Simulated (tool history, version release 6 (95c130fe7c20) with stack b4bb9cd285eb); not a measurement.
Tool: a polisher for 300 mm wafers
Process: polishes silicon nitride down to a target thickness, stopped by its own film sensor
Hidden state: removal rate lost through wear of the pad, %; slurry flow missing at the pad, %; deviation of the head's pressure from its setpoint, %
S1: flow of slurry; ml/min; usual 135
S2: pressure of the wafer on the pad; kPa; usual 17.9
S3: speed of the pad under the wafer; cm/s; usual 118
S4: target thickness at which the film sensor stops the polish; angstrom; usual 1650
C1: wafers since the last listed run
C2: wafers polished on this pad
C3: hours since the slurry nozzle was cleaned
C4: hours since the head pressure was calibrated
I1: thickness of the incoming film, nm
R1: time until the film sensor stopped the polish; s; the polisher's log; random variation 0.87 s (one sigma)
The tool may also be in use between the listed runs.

run 1 hour=0.0 | S1=135 S2=17.9 S3=118 S4=1650 | C1=0 C2=313 C3=677.3 C4=241.7 | I1=319.4 | R1=101.1
-- hour=13.1 slurry nozzle cleaned
-- hour=93.9 head pressure recalibrated
run 2 hour=94.2 | S1=135 S2=17.9 S3=118 S4=1650 | C1=583 C2=897 C3=81.1 C4=0.3 | I1=318.8 | R1=103.0
-- hour=157.6 worn pad replaced by a new one
run 3 hour=200.0 | S1=135 S2=17.9 S3=118 S4=1650 | C1=651 C2=271 C3=186.9 C4=106.1 | I1=316.9 | R1=98.4
run 4 hour=295.6 | S1=135 S2=17.9 S3=118 S4=1650 | C1=611 C2=882 C3=282.5 C4=201.7 | I1=322.4 | R1=105.8
run 5 hour=373.4 | S1=135 S2=13.1 S3=118 S4=1650 | C1=497 C2=1380 C3=360.3 C4=279.5 | I1=321.5 | R1=145.6
-- hour=395.8 worn pad replaced by a new one
-- hour=403.6 head pressure recalibrated
run 6 hour=424.7 | S1=135 S2=13.1 S3=118 S4=1650 | C1=289 C2=171 C3=411.6 C4=21.1 | I1=322.5 | R1=153.9
run 7 hour=524.4 | S1=135 S2=13.1 S3=118 S4=1650 | C1=637 C2=809 C3=511.3 C4=120.8 | I1=321.2 | R1=157.5
run 8 hour=595.2 | S1=135 S2=17.9 S3=82 S4=1650 | C1=452 C2=1262 C3=582.1 C4=191.6 | I1=320.5 | R1=148.9
-- hour=620.0 worn pad replaced by a new one, repeated, since the last time left the tool worse
run 9 hour=751.3 | S1=135 S2=17.9 S3=118 S4=1650 | C1=972 C2=839 C3=738.2 C4=347.7 | I1=317.4 | R1=101.0
-- hour=778.8 head pressure recalibrated
-- hour=811.5 worn pad replaced by a new one
-- hour=824.3 slurry nozzle cleaned
run 10 hour=848.4 | S1=135 S2=22.1 S3=118 S4=1650 | C1=576 C2=229 C3=24.1 C4=69.6 | I1=323.9 | R1=85.2
run 11 hour=934.4 | S1=115 S2=17.9 S3=118 S4=2180 | C1=550 C2=779 C3=110.1 C4=155.6 | I1=317.7 | R1=68.3
run 12 hour=993.9 | S1=95 S2=22.1 S3=84 S4=1920 | C1=380 C2=1160 C3=169.6 C4=215.1 | I1=320.3 | R1=97.3
-- hour=1034.4 worn pad replaced by a new one
run 13 hour=1056.1 | S1=135 S2=20.7 S3=118 S4=1650 | C1=372 C2=138 C3=231.8 C4=277.3 | I1=316.4 | R1=85.8
-- hour=1112.3 head pressure recalibrated
run 14 hour=1126.2 | S1=170 S2=17.9 S3=118 S4=1330 | C1=435 C2=574 C3=301.9 C4=13.9 | I1=322.1 | R1=119.7

Some steps in R1 between neighbouring runs. How much of each would the tool show without its hidden state too (settings, what came in, random variation), and how much is left for the hidden state, with any gauge scatter that isn't in both results?
Run 8 -> 9: S3 82 -> 118, worn pad replaced by a new one, repeated, since the last time left the tool worse. R1 -47.9 s: hidden state -15.7, all else -32.2.
